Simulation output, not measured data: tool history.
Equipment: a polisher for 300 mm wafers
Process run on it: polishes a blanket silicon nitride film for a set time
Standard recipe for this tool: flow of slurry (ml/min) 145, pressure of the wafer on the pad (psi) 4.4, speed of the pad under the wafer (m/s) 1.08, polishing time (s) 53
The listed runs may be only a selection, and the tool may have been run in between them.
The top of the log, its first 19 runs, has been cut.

run,day,flow of slurry (ml/min),pressure of the wafer on the pad (psi),speed of the pad under the wafer (m/s),polishing time (s),wafers since the last listed run,wafers polished on this pad,hours since the slurry nozzle was cleaned,hours since the head pressure was calibrated,"incoming thickness of the incoming film, nm",film removed (Å)
20,19.033,130,4.4,1.26,53,174,932,527.6,41.1,468.4,1132
# day 19.129: slurry nozzle cleaned
21,20.404,145,3.7,1.08,42,279,1211,30.6,74.0,464.8,741
22,21.829,145,3.8,1.08,53,299,1510,64.8,108.2,465.5,918
# day 23.579: worn pad replaced by a new one
23,25.192,110,5.2,0.76,53,671,338,145.5,188.9,474.1,909
24,25.962,195,3.3,0.74,60,161,500,164.0,207.4,468.2,728
25,27.358,145,4.4,1.08,70,293,793,197.5,240.9,471.9,1399
26,28.667,145,5.6,1.20,53,274,1068,228.9,272.3,468.5,1458
27,29.912,145,4.4,1.08,53,261,1329,258.8,302.2,462.2,1045
# day 31.188: worn pad replaced by a new one
28,31.208,185,3.9,0.76,36,237,4,289.9,333.3,464.7,525
29,32.600,145,3.7,1.08,42,292,296,323.3,366.7,476.2,711
30,33.125,170,4.4,1.08,53,110,406,335.9,379.3,465.2,1084
31,34.312,115,4.4,1.18,53,249,655,364.4,407.8,476.0,1030
32,35.308,130,5.1,0.82,66,209,865,388.3,431.7,464.7,1169
33,37.521,145,4.4,1.08,53,464,1329,441.4,484.8,480.3,1013
34,38.275,145,4.4,1.08,53,158,1487,459.5,502.9,476.0,994
35,39.083,145,4.4,1.08,53,169,1657,478.9,522.3,464.6,1006
36,39.658,145,4.4,1.08,42,120,1778,492.7,536.1,469.4,811
37,40.788,165,4.4,1.08,66,237,2015,519.8,563.2,466.4,1302

Forecast each of these 4 alternatives for the next run:
A,40.804,145,4.4,1.08,53,3,2018,520.2,563.6,467.1,?
B,40.804,115,3.8,1.26,60,3,2018,520.2,563.6,467.1,?
C,40.804,165,5.0,0.84,43,3,2018,520.2,563.6,467.1,?
D,40.804,145,4.4,1.20,53,3,2018,520.2,563.6,467.1,?

run,film removed (Å)
A,998
B,1024
C,779
D,1086
The same runs, with their run-to-run variation unchanged, on a tool lacking any hidden condition would have given:
run,film removed (Å)
A,1191
B,1250
C,919
D,1295
